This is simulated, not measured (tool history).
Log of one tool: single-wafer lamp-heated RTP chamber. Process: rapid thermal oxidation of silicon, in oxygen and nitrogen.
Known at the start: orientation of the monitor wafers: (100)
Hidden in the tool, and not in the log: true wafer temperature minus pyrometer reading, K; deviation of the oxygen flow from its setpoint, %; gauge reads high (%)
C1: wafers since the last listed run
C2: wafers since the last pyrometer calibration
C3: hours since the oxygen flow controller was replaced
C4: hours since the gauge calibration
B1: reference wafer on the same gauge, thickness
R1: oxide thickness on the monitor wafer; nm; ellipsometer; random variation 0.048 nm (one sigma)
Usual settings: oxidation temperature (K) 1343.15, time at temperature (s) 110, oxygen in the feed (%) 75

run 1 hour=0 | oxidation_temperature_(K)=1343.15 time_at_temperature_(s)=110 oxygen_in_the_feed_(%)=89 | C1=0 C2=1204 C3=3854.4 C4=345.5 | B1=13.006 | R1=12.407
run 2 hour=7.1 | oxidation_temperature_(K)=1343.15 time_at_temperature_(s)=110 oxygen_in_the_feed_(%)=75 | C1=61 C2=1266 C3=3861.5 C4=352.6 | B1=13.001 | R1=11.632
-- hour=16.6 pyrometer window cleaned and pyrometer calibrated
run 3 hour=20.3 | oxidation_temperature_(K)=1343.15 time_at_temperature_(s)=110 oxygen_in_the_feed_(%)=75 | C1=45 C2=31 C3=3874.7 C4=365.8 | B1=13 | R1=11.781
run 4 hour=29.2 | oxidation_temperature_(K)=1343.15 time_at_temperature_(s)=110 oxygen_in_the_feed_(%)=75 | C1=77 C2=108 C3=3883.6 C4=374.7 | B1=13.002 | R1=11.69
run 5 hour=45.6 | oxidation_temperature_(K)=1352.15 time_at_temperature_(s)=110 oxygen_in_the_feed_(%)=75 | C1=142 C2=251 C3=3900 C4=391.1 | B1=13.008 | R1=12.339
run 6 hour=54.5 | oxidation_temperature_(K)=1352.15 time_at_temperature_(s)=110 oxygen_in_the_feed_(%)=75 | C1=77 C2=328 C3=3908.9 C4=400 | B1=13.002 | R1=12.388
run 7 hour=62 | oxidation_temperature_(K)=1354.15 time_at_temperature_(s)=110 oxygen_in_the_feed_(%)=75 | C1=65 C2=393 C3=3916.4 C4=407.5 | B1=13.006 | R1=12.544
run 8 hour=70.5 | oxidation_temperature_(K)=1343.15 time_at_temperature_(s)=110 oxygen_in_the_feed_(%)=75 | C1=73 C2=467 C3=3924.9 C4=416 | B1=13.02 | R1=11.769
run 9 hour=85.7 | oxidation_temperature_(K)=1343.15 time_at_temperature_(s)=110 oxygen_in_the_feed_(%)=75 | C1=131 C2=598 C3=3940.1 C4=431.2 | B1=12.994 | R1=11.725
-- hour=108 gauge calibrated
run 10 hour=111.8 | oxidation_temperature_(K)=1343.15 time_at_temperature_(s)=110 oxygen_in_the_feed_(%)=94 | C1=226 C2=825 C3=3966.2 C4=3.8 | B1=12.995 | R1=12.746
run 11 hour=121.7 | oxidation_temperature_(K)=1343.15 time_at_temperature_(s)=110 oxygen_in_the_feed_(%)=94 | C1=85 C2=911 C3=3976.1 C4=13.7 | B1=12.992 | R1=12.71
run 12 hour=128.3 | oxidation_temperature_(K)=1343.15 time_at_temperature_(s)=110 oxygen_in_the_feed_(%)=75 | C1=57 C2=968 C3=3982.7 C4=20.3 | B1=12.977 | R1=11.658
run 13 hour=146.1 | oxidation_temperature_(K)=1343.15 time_at_temperature_(s)=110 oxygen_in_the_feed_(%)=75 | C1=154 C2=1122 C3=4000.5 C4=38.1 | B1=12.993 | R1=11.735
run 14 hour=153.2 | oxidation_temperature_(K)=1327.15 time_at_temperature_(s)=110 oxygen_in_the_feed_(%)=56 | C1=61 C2=1184 C3=4007.6 C4=45.2 | B1=13.002 | R1=9.368
run 15 hour=165.8 | oxidation_temperature_(K)=1333.15 time_at_temperature_(s)=84 oxygen_in_the_feed_(%)=67 | C1=109 C2=1293 C3=4020.2 C4=57.8 | B1=13.007 | R1=9.276
run 16 hour=183.3 | oxidation_temperature_(K)=1362.15 time_at_temperature_(s)=91 oxygen_in_the_feed_(%)=97 | C1=151 C2=1445 C3=4037.7 C4=75.3 | B1=13.004 | R1=13.332
-- hour=196.2 pyrometer window cleaned and pyrometer calibrated
run 17 hour=198.7 | oxidation_temperature_(K)=1315.15 time_at_temperature_(s)=110 oxygen_in_the_feed_(%)=75 | C1=64 C2=22 C3=4053.1 C4=90.7 | B1=12.987 | R1=9.713
run 18 hour=207.4 | oxidation_temperature_(K)=1343.15 time_at_temperature_(s)=110 oxygen_in_the_feed_(%)=87 | C1=75 C2=97 C3=4061.8 C4=99.4 | B1=13.022 | R1=12.416
run 19 hour=218.3 | oxidation_temperature_(K)=1343.15 time_at_temperature_(s)=110 oxygen_in_the_feed_(%)=75 | C1=94 C2=192 C3=4072.7 C4=110.3 | B1=13 | R1=11.706
run 20 hour=229 | oxidation_temperature_(K)=1343.15 time_at_temperature_(s)=110 oxygen_in_the_feed_(%)=75 | C1=92 C2=284 C3=4083.4 C4=121 | B1=13 | R1=11.708
run 21 hour=236.9 | oxidation_temperature_(K)=1322.15 time_at_temperature_(s)=110 oxygen_in_the_feed_(%)=75 | C1=68 C2=353 C3=4091.3 C4=128.9 | B1=12.991 | R1=10.152
run 22 hour=248.5 | oxidation_temperature_(K)=1343.15 time_at_temperature_(s)=110 oxygen_in_the_feed_(%)=75 | C1=100 C2=453 C3=4102.9 C4=140.5 | B1=12.989 | R1=11.71
-- hour=258.7 oxygen flow controller replaced
run 23 hour=264 | oxidation_temperature_(K)=1343.15 time_at_temperature_(s)=70 oxygen_in_the_feed_(%)=75 | C1=65 C2=518 C3=5.3 C4=156 | B1=13.004 | R1=9.444
run 24 hour=270.7 | oxidation_temperature_(K)=1356.15 time_at_temperature_(s)=66 oxygen_in_the_feed_(%)=53 | C1=58 C2=577 C3=12 C4=162.7 | B1=12.993 | R1=8.943
run 25 hour=298.8 | oxidation_temperature_(K)=1323.15 time_at_temperature_(s)=69 oxygen_in_the_feed_(%)=52 | C1=243 C2=820 C3=40.1 C4=190.8 | B1=12.98 | R1=7.226
run 26 hour=331.8 | oxidation_temperature_(K)=1343.15 time_at_temperature_(s)=83 oxygen_in_the_feed_(%)=75 | C1=286 C2=1107 C3=73.1 C4=223.8 | B1=13.018 | R1=10.373
run 27 hour=340.3 | oxidation_temperature_(K)=1352.15 time_at_temperature_(s)=110 oxygen_in_the_feed_(%)=75 | C1=73 C2=1180 C3=81.6 C4=232.3 | B1=13.013 | R1=12.445

Forecast each of these 5 alternatives for the next run:
run A hour=340.8 | oxidation_temperature_(K)=1343.15 time_at_temperature_(s)=110 oxygen_in_the_feed_(%)=75 | C1=4 C2=1185 C3=82.1 C4=232.8 | B1=? | R1=?
run B hour=340.8 | oxidation_temperature_(K)=1357.15 time_at_temperature_(s)=154 oxygen_in_the_feed_(%)=83 | C1=4 C2=1185 C3=82.1 C4=232.8 | B1=? | R1=?
run C hour=340.8 | oxidation_temperature_(K)=1365.15 time_at_temperature_(s)=124 oxygen_in_the_feed_(%)=50 | C1=4 C2=1185 C3=82.1 C4=232.8 | B1=? | R1=?
run D hour=340.8 | oxidation_temperature_(K)=1343.15 time_at_temperature_(s)=124 oxygen_in_the_feed_(%)=62 | C1=4 C2=1185 C3=82.1 C4=232.8 | B1=? | R1=?
run E hour=340.8 | oxidation_temperature_(K)=1360.15 time_at_temperature_(s)=110 oxygen_in_the_feed_(%)=75 | C1=4 C2=1185 C3=82.1 C4=232.8 | B1=? | R1=?

run=A B1=12.998 R1=11.716
run=B B1=12.998 R1=15.599
run=C B1=12.998 R1=12.334
run=D B1=12.998 R1=11.553
run=E B1=12.998 R1=13.099
Without the tool's hidden state the same runs would have given:
run=A R1=11.716
run=B R1=15.599
run=C R1=12.334
run=D R1=11.553
run=E R1=13.099
